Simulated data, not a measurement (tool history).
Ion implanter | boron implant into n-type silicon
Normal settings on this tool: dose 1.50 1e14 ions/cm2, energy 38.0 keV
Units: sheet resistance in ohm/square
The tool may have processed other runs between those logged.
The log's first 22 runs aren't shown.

run    hour  dose  energy  wafers since the last listed run  hours since the last dose calibration  hours since the extraction supply was calibrated  hours since the gauge calibration  read-back reference wafer on the same gauge, sheet resistance  sheet resistance
 23  1863.1  1.22    43.5                              1416                                 2345.1                                            1180.6                              746.3                                                         543.35            556.55
     2002.9  -- Faraday cup replaced and dose calibrated
 24  2104.8  1.71    34.0                              3686                                  101.9                                            1422.3                              988.0                                                         542.32            441.58
 25  2166.5  1.21    38.0                               973                                  163.6                                            1484.0                             1049.7                                                         542.86            563.02
 26  2211.3  1.64    32.5                               706                                  208.4                                            1528.8                             1094.5                                                         543.17            457.86
 27  2306.6  1.17    38.0                              1503                                  303.7                                            1624.1                             1189.8                                                         543.40            577.67
 28  2345.1  1.50    38.0                               607                                  342.2                                            1662.6                             1228.3                                                         543.25            480.94
 29  2402.3  1.63    43.5                               902                                  399.4                                            1719.8                             1285.5                                                         542.67            439.95
 30  2440.3  1.94    38.0                               599                                  437.4                                            1757.8                             1323.5                                                         543.67            396.12
 31  2610.9  1.68    42.0                              2691                                  608.0                                            1928.4                             1494.1                                                         543.03            439.36
     2634.1  -- Faraday cup replaced and dose calibrated, repeated, since the last time left the tool worse
 32  2670.8  1.76    38.0                               818                                   36.7                                            1988.3                             1554.0                                                         542.83            443.91
 33  2744.0  1.34    51.0                              1154                                  109.9                                            2061.5                             1627.2                                                         542.56            513.49
 34  2932.3  1.50    38.0                              2970                                  298.2                                            2249.8                             1815.5                                                         542.54            505.64
 35  3005.9  1.93    38.0                              1160                                  371.8                                            2323.4                             1889.1                                                         543.16            415.07
 36  3097.0  1.82    27.5                              1437                                  462.9                                            2414.5                             1980.2                                                         543.04            454.03
 37  3191.1  1.85    32.0                              1484                                  557.0                                            2508.6                             2074.3                                                         542.85            442.60
 38  3242.2  1.50    38.0                               806                                  608.1                                            2559.7                             2125.4                                                         542.58            499.72

3 options for the next run, each taken on its own from the tool as it stands now. Forecast them:
  A  3242.6  1.50    38.0                                 6                                  608.5                                            2560.1                             2125.8                                                              ?                 ?
  B  3242.6  1.26    42.0                                 6                                  608.5                                            2560.1                             2125.8                                                              ?                 ?
  C  3242.6  1.13    33.5                                 6                                  608.5                                            2560.1                             2125.8                                                              ?                 ?

run  read-back reference wafer on the same gauge, sheet resistance  sheet resistance
  A                                                         542.50            501.11
  B                                                         542.50            559.70
  C                                                         542.50            630.41
Take away the tool's hidden state, keep each run's random variation, and the runs would have read:
run  sheet resistance
  A            502.39
  B            561.09
  C            631.99
